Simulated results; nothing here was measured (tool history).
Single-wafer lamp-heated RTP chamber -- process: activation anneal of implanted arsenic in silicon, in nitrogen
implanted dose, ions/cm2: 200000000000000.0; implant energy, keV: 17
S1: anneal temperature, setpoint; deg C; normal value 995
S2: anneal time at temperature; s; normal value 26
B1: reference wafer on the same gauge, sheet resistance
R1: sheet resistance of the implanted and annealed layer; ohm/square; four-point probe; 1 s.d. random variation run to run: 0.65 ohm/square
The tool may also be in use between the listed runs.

{"run": 1, "day": 0.0, "S1": 987, "S2": 26, "B1": 434.17, "R1": 438.64}
{"run": 2, "day": 0.596, "S1": 987, "S2": 26, "B1": 434.08, "R1": 438.03}
{"run": 3, "day": 1.217, "S1": 987, "S2": 26, "B1": 434.06, "R1": 437.49}
{"run": 4, "day": 2.088, "S1": 974, "S2": 26, "B1": 433.94, "R1": 439.29}
{"run": 5, "day": 3.104, "S1": 995, "S2": 26, "B1": 434.31, "R1": 436.48}
{"run": 6, "day": 4.204, "S1": 995, "S2": 26, "B1": 434.46, "R1": 435.52}
{"run": 7, "day": 5.338, "S1": 995, "S2": 26, "B1": 434.45, "R1": 436.67}
{"run": 8, "day": 6.533, "S1": 1008, "S2": 26, "B1": 434.61, "R1": 434.47}
{"run": 9, "day": 9.992, "S1": 1008, "S2": 26, "B1": 434.99, "R1": 435.46}
{"run": 10, "day": 11.483, "S1": 1008, "S2": 26, "B1": 434.93, "R1": 434.88}
{"run": 11, "day": 12.767, "S1": 995, "S2": 38, "B1": 435.16, "R1": 436.14}
{"day": 13.475, "done": "pyrometer window cleaned and pyrometer calibrated"}
{"run": 12, "day": 13.604, "S1": 995, "S2": 21, "B1": 435.13, "R1": 437.65}
{"run": 13, "day": 14.875, "S1": 995, "S2": 21, "B1": 435.19, "R1": 439.79}
{"run": 14, "day": 16.083, "S1": 995, "S2": 21, "B1": 435.33, "R1": 437.65}
{"run": 15, "day": 17.012, "S1": 1002, "S2": 16, "B1": 435.33, "R1": 439.83}
{"run": 16, "day": 18.129, "S1": 995, "S2": 36, "B1": 435.75, "R1": 434.84}
{"run": 17, "day": 19.429, "S1": 1009, "S2": 26, "B1": 435.42, "R1": 435.46}
{"run": 18, "day": 20.254, "S1": 975, "S2": 40, "B1": 435.88, "R1": 436.75}
{"day": 20.408, "done": "gauge calibrated"}
{"run": 19, "day": 21.404, "S1": 1012, "S2": 22, "B1": 430.88, "R1": 433.25}
{"run": 20, "day": 21.95, "S1": 982, "S2": 37, "B1": 431.06, "R1": 431.75}
{"run": 21, "day": 23.167, "S1": 1020, "S2": 39, "B1": 431.36, "R1": 426.37}
{"run": 22, "day": 24.621, "S1": 1004, "S2": 17, "B1": 431.3, "R1": 435.18}
{"run": 23, "day": 25.629, "S1": 985, "S2": 18, "B1": 431.33, "R1": 436.35}
{"day": 26.471, "done": "reflector plate cleaned"}
{"run": 24, "day": 26.967, "S1": 995, "S2": 26, "B1": 431.54, "R1": 433.53}
{"run": 25, "day": 28.375, "S1": 1024, "S2": 26, "B1": 431.7, "R1": 428.99}
{"day": 28.896, "done": "pyrometer window cleaned and pyrometer calibrated"}
{"run": 26, "day": 29.333, "S1": 1019, "S2": 15, "B1": 431.53, "R1": 432.87}
{"run": 27, "day": 30.029, "S1": 995, "S2": 26, "B1": 431.68, "R1": 434.18}
{"run": 28, "day": 31.096, "S1": 995, "S2": 26, "B1": 431.66, "R1": 434.22}
{"run": 29, "day": 31.808, "S1": 981, "S2": 12, "B1": 431.71, "R1": 439.11}
{"run": 30, "day": 32.567, "S1": 983, "S2": 26, "B1": 431.94, "R1": 435.76}
{"run": 31, "day": 33.288, "S1": 995, "S2": 26, "B1": 431.97, "R1": 434.32}
{"run": 32, "day": 34.154, "S1": 995, "S2": 11, "B1": 432.19, "R1": 437.93}
{"run": 33, "day": 34.842, "S1": 1008, "S2": 26, "B1": 432.15, "R1": 432.05}
{"run": 34, "day": 35.388, "S1": 995, "S2": 18, "B1": 432.0, "R1": 436.89}
{"run": 35, "day": 36.238, "S1": 995, "S2": 26, "B1": 432.19, "R1": 434.85}
{"run": 36, "day": 36.758, "S1": 995, "S2": 26, "B1": 432.23, "R1": 433.59}
{"run": 37, "day": 37.317, "S1": 995, "S2": 26, "B1": 432.29, "R1": 434.79}
{"run": 38, "day": 38.388, "S1": 987, "S2": 12, "B1": 432.31, "R1": 439.48}

Each row is a separate what-if for the run after 38, all from the same tool condition, not one after another. Results?
{"run": "A", "day": 38.404, "S1": 995, "S2": 26, "B1": "?", "R1": "?"}
{"run": "B", "day": 38.404, "S1": 995, "S2": 40, "B1": "?", "R1": "?"}
{"run": "C", "day": 38.404, "S1": 980, "S2": 20, "B1": "?", "R1": "?"}

run=A B1=432.44 R1=434.62
run=B B1=432.44 R1=432.06
run=C B1=432.44 R1=437.59
Without the tool's hidden state the same runs would have given:
run=A R1=433.24
run=B R1=430.68
run=C R1=436.19
